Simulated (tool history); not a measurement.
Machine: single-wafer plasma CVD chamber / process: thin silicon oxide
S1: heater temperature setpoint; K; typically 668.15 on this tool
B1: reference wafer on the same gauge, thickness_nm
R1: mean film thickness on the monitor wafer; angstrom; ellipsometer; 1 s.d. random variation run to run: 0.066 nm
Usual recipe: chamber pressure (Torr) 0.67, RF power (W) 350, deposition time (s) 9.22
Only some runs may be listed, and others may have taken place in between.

Run 1, day 0: usual settings; B1 13.695. Result: R1 151.57 angstrom.
Run 2, day 0.625: usual settings; B1 13.699. Result: R1 150.75 angstrom.
Run 3, day 1.233: usual settings; B1 13.699. Result: R1 150.59 angstrom.
Run 4, day 1.742: usual settings but deposition time (s) 10.68; B1 13.707. Result: R1 175.16 angstrom.
Run 5, day 2.467: usual settings but chamber pressure (Torr) 0.611, RF power (W) 295; B1 13.692. Result: R1 129.16 angstrom.
Run 6, day 2.742: usual settings but chamber pressure (Torr) 0.611, RF power (W) 295; B1 13.703. Result: R1 128.27 angstrom.
At day 3.521: RF generator calibrated.
Run 7, day 3.542: usual settings but chamber pressure (Torr) 0.611, RF power (W) 295; B1 13.694. Result: R1 127.39 angstrom.
Run 8, day 4.079: usual settings but S1 681.15 K; B1 13.699. Result: R1 147.48 angstrom.
Run 9, day 4.358: usual settings but chamber pressure (Torr) 0.515, deposition time (s) 10.59; B1 13.695. Result: R1 130.98 angstrom.
Run 10, day 4.617: usual settings but S1 664.15 K, RF power (W) 330; B1 13.705. Result: R1 147.52 angstrom.
Run 11, day 5.296: usual settings; B1 13.716. Result: R1 149.59 angstrom.
Run 12, day 5.6: usual settings; B1 13.706. Result: R1 148.95 angstrom.
Run 13, day 6.088: usual settings but S1 654.15 K, RF power (W) 285, deposition time (s) 10.91; B1 13.7. Result: R1 165.32 angstrom.
Run 14, day 6.704: usual settings; B1 13.705. Result: R1 149.78 angstrom.
At day 7.254: showerhead replaced.
Run 15, day 7.4: usual settings but chamber pressure (Torr) 0.568, deposition time (s) 10.03; B1 13.699. Result: R1 137.95 angstrom.
Run 16, day 7.95: usual settings but deposition time (s) 10.76; B1 13.687. Result: R1 173.37 angstrom.
Run 17, day 8.417: usual settings; B1 13.698. Result: R1 149.1 angstrom.
Run 18, day 8.988: usual settings but S1 661.15 K, chamber pressure (Torr) 0.712, RF power (W) 325, deposition time (s) 9.87; B1 13.7. Result: R1 166.6 angstrom.
Run 19, day 9.5: usual settings but S1 662.15 K, chamber pressure (Torr) 0.533, RF power (W) 385; B1 13.712. Result: R1 122.42 angstrom.
At day 9.754: gauge calibrated.
Run 20, day 9.967: usual settings but S1 663.15 K, chamber pressure (Torr) 0.739, RF power (W) 320, deposition time (s) 8.42; B1 13.703. Result: R1 146.02 angstrom.
At day 10.508: capacitance manometer re-zeroed and calibrated.
Run 21, day 10.642: usual settings but chamber pressure (Torr) 0.549, deposition time (s) 8.06; B1 13.691. Result: R1 116.35 angstrom.
At day 12.012: thermocouple changed; heater temperature recalibrated.
Run 22, day 12.033: usual settings but deposition time (s) 10.14; B1 13.708. Result: R1 180 angstrom.
Run 23, day 12.046: usual settings but chamber pressure (Torr) 0.504, deposition time (s) 8.44; B1 13.68. Result: R1 110.81 angstrom.
Run 24, day 12.317: usual settings; B1 13.696. Result: R1 162.23 angstrom.
Run 25, day 12.954: usual settings but S1 672.15 K, RF power (W) 390; B1 13.704. Result: R1 166.75 angstrom.
Run 26, day 14.733: usual settings but S1 664.15 K, chamber pressure (Torr) 0.536, deposition time (s) 10.9; B1 13.71. Result: R1 153.37 angstrom.
Run 27, day 15.362: usual settings but S1 661.15 K; B1 13.693. Result: R1 164.31 angstrom.
Run 28, day 15.758: usual settings but S1 661.15 K, chamber pressure (Torr) 0.788, deposition time (s) 7.8; B1 13.705. Result: R1 159.92 angstrom.
Run 29, day 16.383: usual settings but S1 676.15 K, chamber pressure (Torr) 0.618, RF power (W) 320; B1 13.712. Result: R1 144.34 angstrom.
Run 30, day 17.079: usual settings but S1 661.15 K, chamber pressure (Torr) 0.567, deposition time (s) 8.5; B1 13.697. Result: R1 126.82 angstrom.

Consider 3 possible next runs. They are alternatives, not a sequence: every one starts from the tool as it was left by run 30. What does each give?
Run A, day 17.096: usual settings; B1 ?. Result: R1 ?.
Run B, day 17.096: usual settings but S1 654.15 K, chamber pressure (Torr) 0.596, deposition time (s) 10.29; B1 ?. Result: R1 ?.
Run C, day 17.096: usual settings but S1 656.15 K, chamber pressure (Torr) 0.827, RF power (W) 390, deposition time (s) 8.44; B1 ?. Result: R1 ?.

run      B1      R1
  A  13.676  162.22
  B  13.676  162.44
  C  13.676  189.02
With the hidden condition removed and each run's random variation left untouched, the same runs would have given:
run      R1
  A  160.37
  B  160.58
  C  187.11

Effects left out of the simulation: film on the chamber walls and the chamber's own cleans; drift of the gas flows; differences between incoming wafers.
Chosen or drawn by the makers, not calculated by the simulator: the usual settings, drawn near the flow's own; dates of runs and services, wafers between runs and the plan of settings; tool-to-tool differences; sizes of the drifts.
